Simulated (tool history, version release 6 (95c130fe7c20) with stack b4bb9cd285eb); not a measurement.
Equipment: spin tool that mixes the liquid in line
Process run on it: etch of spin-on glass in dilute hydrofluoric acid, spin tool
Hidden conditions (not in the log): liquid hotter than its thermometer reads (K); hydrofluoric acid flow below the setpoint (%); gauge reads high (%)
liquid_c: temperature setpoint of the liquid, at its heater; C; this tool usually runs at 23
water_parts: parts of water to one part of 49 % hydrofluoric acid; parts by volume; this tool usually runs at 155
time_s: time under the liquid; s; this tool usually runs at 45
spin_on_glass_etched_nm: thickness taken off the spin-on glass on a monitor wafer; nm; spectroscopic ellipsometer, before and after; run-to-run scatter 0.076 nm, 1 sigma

run,hour,liquid_c,water_parts,time_s,wafers since the last listed run,hours since the thermometer was replaced,hours since the hydrofluoric acid flow meter was replaced,hours since the gauge calibration,"read-back film thickness of the spin-on glass reference wafer, read on the same gauge (nm)",spin_on_glass_etched_nm
1,0,23,215,35,0,1305.2,419,937.9,69.98,8.05
2,81.5,23,155,45,1636,1386.7,500.5,1019.4,70,15.47
3,128.5,23,155,45,943,1433.7,547.5,1066.4,69.99,15.43
4,164.5,23,155,45,722,1469.7,583.5,1102.4,70,15.35
5,223.6,23,155,45,1186,1528.8,642.6,1161.5,70.02,15.44
6,317.5,23,155,45,1885,1622.7,736.5,1255.4,70,15.46
7,400.4,23,155,45,1664,1705.6,819.4,1338.3,70,15.42
8,601.5,21.5,155,45,4038,1906.7,1020.5,1539.4,70,14.63
# hour 650.5: thermometer replaced
9,659,21.5,155,45,1134,8.5,1078,1596.9,70.01,14.31
10,708.8,21.5,155,45,1000,58.3,1127.8,1646.7,70,14.25
# hour 710: hydrofluoric acid flow meter replaced
# hour 750: gauge calibrated
11,768.2,26,135,45,1172,117.7,58.2,18.2,70.04,20
12,806.6,21.5,155,45,771,156.1,96.6,56.6,70.01,14.4
13,902.6,23,125,35,1927,252.1,192.6,152.6,70,15.23
14,964.3,23,155,45,1238,313.8,254.3,214.3,70,15.11
15,1004.9,26,155,45,815,354.4,294.9,254.9,69.98,16.97
16,1072.1,23,155,65,1349,421.6,362.1,322.1,69.99,21.98
17,1139.8,23,155,45,1359,489.3,429.8,389.8,70.01,15.14
18,1181.2,25,195,45,831,530.7,471.2,431.2,70,12.47
19,1267.3,26,225,45,1728,616.8,557.3,517.3,70.02,10.94
20,1356.7,26.5,130,60,1795,706.2,646.7,606.7,70.01,28.56
21,1433.7,21.5,155,55,1546,783.2,723.7,683.7,69.98,17.52
22,1496.3,26.5,155,65,1257,845.8,786.3,746.3,69.99,25.2
23,1603.3,23,155,45,2148,952.8,893.3,853.3,70,15.38

5 ways to go on from here, each from the tool as it stands after run 23. What would each give?
A,1603.7,23,155,45,8,953.2,893.7,853.7,?,?
B,1603.7,19,180,65,8,953.2,893.7,853.7,?,?
C,1603.7,27,185,30,8,953.2,893.7,853.7,?,?
D,1603.7,21,155,70,8,953.2,893.7,853.7,?,?
E,1603.7,27,80,45,8,953.2,893.7,853.7,?,?

run,"read-back film thickness of the spin-on glass reference wafer, read on the same gauge (nm)",spin_on_glass_etched_nm
A,70.02,15.35
B,70.02,15.92
C,70.02,9.61
D,70.02,22.1
E,70.02,38.09
What these runs would have given with no unlogged condition in the tool:
run,spin_on_glass_etched_nm
A,15.15
B,15.7
C,9.49
D,21.8
E,37.57
